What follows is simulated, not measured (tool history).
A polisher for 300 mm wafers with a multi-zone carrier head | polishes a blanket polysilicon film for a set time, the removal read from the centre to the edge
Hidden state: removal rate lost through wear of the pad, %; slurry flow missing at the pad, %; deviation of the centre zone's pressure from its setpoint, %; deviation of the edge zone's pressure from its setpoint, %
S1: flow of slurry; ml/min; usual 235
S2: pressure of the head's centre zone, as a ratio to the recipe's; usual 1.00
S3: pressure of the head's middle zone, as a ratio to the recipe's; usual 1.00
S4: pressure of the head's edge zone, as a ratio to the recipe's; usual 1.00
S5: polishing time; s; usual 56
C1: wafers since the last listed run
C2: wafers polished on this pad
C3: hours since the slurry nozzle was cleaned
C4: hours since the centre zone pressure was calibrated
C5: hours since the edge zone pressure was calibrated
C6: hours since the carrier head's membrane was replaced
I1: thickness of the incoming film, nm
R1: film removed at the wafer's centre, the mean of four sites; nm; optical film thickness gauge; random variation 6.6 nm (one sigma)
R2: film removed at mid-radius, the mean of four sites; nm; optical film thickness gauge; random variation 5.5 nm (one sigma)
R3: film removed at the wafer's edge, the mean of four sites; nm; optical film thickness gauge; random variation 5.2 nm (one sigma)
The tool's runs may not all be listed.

run	hour	S1	S2	S3	S4	S5	C1	C2	C3	C4	C5	C6	I1	R1	R2	R3
1	0.0	235	1.00	1.00	1.00	56	0	433	465.1	544.5	498.2	1661.1	2257.7	456.5	483.4	473.5
# hour 7.6: centre zone pressure recalibrated
2	16.1	235	1.00	1.00	1.00	56	105	538	481.2	8.5	514.3	1677.2	2266.9	441.0	479.3	483.2
3	32.6	235	1.00	1.00	1.00	56	123	662	497.7	25.0	530.8	1693.7	2272.0	438.3	469.9	475.6
4	52.9	235	1.00	1.00	1.00	56	151	813	518.0	45.3	551.1	1714.0	2262.1	431.0	486.1	460.1
# hour 76.3: edge zone pressure recalibrated
5	81.5	235	1.00	1.00	1.00	56	198	1012	546.6	73.9	5.2	1742.6	2286.2	437.1	486.0	475.2
6	94.0	235	1.00	1.00	1.00	56	93	1105	559.1	86.4	17.7	1755.1	2258.2	440.2	480.8	462.8
# hour 121.0: worn pad replaced by a new one
# hour 132.1: carrier head's membrane replaced by a new one
7	132.6	275	1.00	0.90	1.00	56	221	49	597.7	125.0	56.3	0.5	2273.2	441.4	454.7	479.7
8	162.1	210	1.00	1.00	1.00	56	220	269	627.2	154.5	85.8	30.0	2261.2	420.2	472.1	466.5
# hour 166.1: centre zone pressure recalibrated, repeated, since the last time left the tool worse
9	213.0	210	1.00	1.08	1.00	56	365	634	678.1	46.9	136.7	80.9	2248.5	456.4	497.9	463.1
10	232.6	235	1.00	1.00	1.00	56	146	781	697.7	66.5	156.3	100.5	2258.1	475.9	485.4	474.1
11	250.8	235	0.95	0.94	1.11	56	135	917	715.9	84.7	174.5	118.7	2227.3	456.1	463.9	491.9
# hour 261.6: worn pad replaced by a new one
12	274.4	235	1.00	1.00	1.00	56	146	95	739.5	108.3	198.1	142.3	2272.7	476.0	488.3	470.1
13	287.0	190	1.00	1.00	1.00	56	94	189	752.1	120.9	210.7	154.9	2237.3	449.0	465.8	464.9
# hour 296.5: slurry nozzle cleaned
14	310.9	235	1.00	0.93	0.95	73	170	360	14.4	144.8	234.6	178.8	2250.0	597.5	590.7	604.7
15	327.5	235	1.00	1.07	1.00	37	123	484	31.0	161.4	251.2	195.4	2227.1	302.4	337.4	307.5
16	339.9	235	1.00	0.90	1.00	56	92	577	43.4	173.8	263.6	207.8	2224.4	457.3	446.5	472.0
17	367.2	270	1.00	1.00	0.90	62	203	780	70.7	201.1	290.9	235.1	2275.8	519.3	530.5	511.3
18	397.0	235	1.00	1.00	1.00	56	222	1003	100.5	230.9	320.7	264.9	2247.6	469.8	480.6	475.1
19	409.3	235	1.00	0.91	1.11	56	91	1095	112.8	243.2	333.0	277.2	2267.0	455.0	451.7	492.2
# hour 427.9: worn pad replaced by a new one
20	444.6	235	1.00	1.00	1.00	56	233	124	148.1	278.5	368.3	312.5	2259.6	456.6	488.0	480.3
21	466.5	235	1.00	0.91	1.00	56	163	288	170.0	300.4	390.2	334.4	2235.5	457.9	443.2	465.5
22	500.1	235	1.03	1.00	1.00	56	250	539	203.6	334.0	423.8	368.0	2251.5	452.7	483.9	474.5
23	520.5	235	1.00	1.00	1.00	56	152	691	224.0	354.4	444.2	388.4	2267.4	457.4	472.5	472.6

How the hidden state differs across the entries between the runs, from the last listed run before each to the first after it:
Between runs 1 and 2: centre zone pressure recalibrated (hour 7.6)
  deviation of the centre zone's pressure from its setpoint, %: -7.54 -> -11.9
  measured less the result without the state, R1: -20.5 -> -32.3 nm
Between runs 4 and 5: edge zone pressure recalibrated (hour 76.3)
  deviation of the centre zone's pressure from its setpoint, %: -13.1 -> -13.9
  measured less the result without the state, R1: -34.9 -> -37.6 nm
Between runs 6 and 7: worn pad replaced by a new one (hour 121.0); carrier head's membrane replaced by a new one (hour 132.1)
  deviation of the centre zone's pressure from its setpoint, %: -14.2 -> -15
  measured less the result without the state, R1: -38.8 -> -41.4 nm
Between runs 8 and 9: centre zone pressure recalibrated, repeated, since the last time left the tool worse (hour 166.1)
  deviation of the centre zone's pressure from its setpoint, %: -15.6 -> -1.36
  measured less the result without the state, R1: -41.1 -> -3.5 nm
Between runs 11 and 12: worn pad replaced by a new one (hour 261.6)
  deviation of the centre zone's pressure from its setpoint, %: -2.36 -> -2.9
  measured less the result without the state, R1: -6.2 -> -8.1 nm
Between runs 13 and 14: slurry nozzle cleaned (hour 296.5)
  deviation of the centre zone's pressure from its setpoint, %: -3.16 -> -3.62
  measured less the result without the state, R1: -8.3 -> -12.6 nm
Between runs 19 and 20: worn pad replaced by a new one (hour 427.9)
  deviation of the centre zone's pressure from its setpoint, %: -5.05 -> -5.42
  measured less the result without the state, R1: -13.5 -> -14.6 nm

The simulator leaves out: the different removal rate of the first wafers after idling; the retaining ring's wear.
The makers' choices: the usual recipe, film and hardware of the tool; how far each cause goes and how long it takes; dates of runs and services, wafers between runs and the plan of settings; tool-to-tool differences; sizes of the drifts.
